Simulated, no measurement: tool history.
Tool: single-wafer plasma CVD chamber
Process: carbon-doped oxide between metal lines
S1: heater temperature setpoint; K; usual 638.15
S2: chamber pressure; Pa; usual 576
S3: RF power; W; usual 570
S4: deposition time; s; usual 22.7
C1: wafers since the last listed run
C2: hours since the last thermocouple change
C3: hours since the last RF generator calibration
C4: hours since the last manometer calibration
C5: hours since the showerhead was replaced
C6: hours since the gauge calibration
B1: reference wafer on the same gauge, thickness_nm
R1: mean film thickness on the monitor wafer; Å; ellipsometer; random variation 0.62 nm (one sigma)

run	hour	S1	S2	S3	S4	C1	C2	C3	C4	C5	C6	B1	R1
1	0	647.15	576	570	25	0	2141.6	32	892.4	7041.6	453	138.188	1329.18
2	13.1	638.15	576	570	22.7	507	2154.7	45.1	905.5	7054.7	466.1	138.077	1229.08
3	26.3	649.15	576	500	22.7	511	2167.9	58.3	918.7	7067.9	479.3	138.049	1114.89
4	43.6	638.15	576	485	21.6	669	2185.2	75.6	936	7085.2	496.6	137.959	1070.71
5	52	638.15	576	485	21.6	325	2193.6	84	944.4	7093.6	505	138.487	1080.46
# hour 69.1: showerhead replaced, of another model than before
# hour 71.1: capacitance manometer re-zeroed and calibrated
6	71.6	647.15	469	570	18.7	374	2213.2	103.6	0.5	2.5	524.6	138.033	966.76
7	76.9	638.15	576	620	22.7	205	2218.5	108.9	5.8	7.8	529.9	137.784	1293.07
# hour 87.7: gauge calibrated
8	94.3	630.15	539	570	22.7	673	2235.9	126.3	23.2	25.2	6.6	137.91	1237.61
9	111	638.15	576	570	22.7	646	2252.6	143	39.9	41.9	23.3	137.775	1226.16
10	118.7	626.15	636	505	25.4	298	2260.3	150.7	47.6	49.6	31	137.73	1320.7
11	130	645.15	485	570	26.4	437	2271.6	162	58.9	60.9	42.3	137.662	1368.62
12	139.9	625.15	616	570	22.7	383	2281.5	171.9	68.8	70.8	52.2	137.997	1268.89
13	156.3	638.15	696	570	19.4	635	2297.9	188.3	85.2	87.2	68.6	137.963	1059.53
14	163.3	638.15	576	570	22.7	271	2304.9	195.3	92.2	94.2	75.6	137.832	1225.09
# hour 189: thermocouple changed; heater temperature recalibrated
15	204.5	626.15	576	570	22.7	1285	15.5	236.5	133.4	135.4	116.8	138.078	1256.75

Run 16 comes next. What will it give?
16	220.3	652.15	441	570	24.4	611	31.3	252.3	149.2	151.2	132.6	?	?

Run 16 gave B1 138.487, R1 1241.29 Å.
Without the tool's hidden state the same run would have given R1 1261.41 Å.
